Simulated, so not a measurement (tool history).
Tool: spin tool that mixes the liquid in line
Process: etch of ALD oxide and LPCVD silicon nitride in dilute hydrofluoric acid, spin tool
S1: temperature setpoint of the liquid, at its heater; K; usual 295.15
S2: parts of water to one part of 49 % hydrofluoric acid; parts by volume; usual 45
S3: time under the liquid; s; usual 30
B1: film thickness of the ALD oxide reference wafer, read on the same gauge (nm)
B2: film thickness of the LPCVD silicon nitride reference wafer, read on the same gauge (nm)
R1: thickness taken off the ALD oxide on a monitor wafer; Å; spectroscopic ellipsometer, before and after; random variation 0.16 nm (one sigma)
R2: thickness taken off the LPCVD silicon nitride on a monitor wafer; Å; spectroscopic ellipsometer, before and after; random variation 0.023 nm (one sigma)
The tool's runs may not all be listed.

run	hour	S1	S2	S3	B1	B2	R1	R2
1	0.0	295.15	45	30	150.00	79.998	214.3	2.54
2	22.4	295.15	45	30	150.01	79.960	213.8	2.79
3	47.6	295.15	45	30	150.01	80.017	214.0	2.78
4	62.7	292.65	45	30	150.01	79.999	191.9	2.18
5	96.5	292.65	45	30	149.99	80.013	192.0	2.18
6	124.6	292.65	45	30	150.01	79.985	192.3	2.11
7	156.7	295.15	30	35	149.98	80.020	373.4	4.45
8	177.8	295.15	30	35	150.04	79.963	381.6	5.06
# hour 181.2: gauge calibrated
9	205.0	295.15	30	35	149.99	80.011	374.2	4.33
10	238.8	293.65	30	15	150.00	80.017	150.2	1.74
11	265.3	291.15	60	20	150.01	80.006	86.5	0.92
# hour 278.6: hydrofluoric acid flow meter replaced
# hour 292.0: thermometer replaced
12	299.8	297.15	55	35	149.98	80.024	241.0	3.18
13	324.6	293.15	25	30	150.00	80.015	401.2	5.06
14	338.1	298.65	35	30	150.00	79.961	361.2	5.11
15	355.9	295.15	45	30	149.97	80.023	234.6	3.22
16	382.4	295.15	45	30	150.00	79.991	233.6	2.76

5 ways to go on from here, each from the tool as it stands after run 16. What would each give?
A	382.8	295.15	45	40	?	?	?	?
B	382.8	293.65	50	45	?	?	?	?
C	382.8	291.65	45	45	?	?	?	?
D	382.8	291.65	35	35	?	?	?	?
E	382.8	299.65	45	15	?	?	?	?

run	B1	B2	R1	R2
A	150.01	80.007	313.9	4.26
B	150.01	80.007	296.6	3.90
C	150.01	80.007	304.3	3.76
D	150.01	80.007	308.0	3.72
E	150.01	80.007	141.7	2.16
Without the tool's hidden state the same runs would have given:
run	R1	R2
A	317.8	4.31
B	300.2	3.94
C	308.1	3.80
D	311.7	3.77
E	143.5	2.19
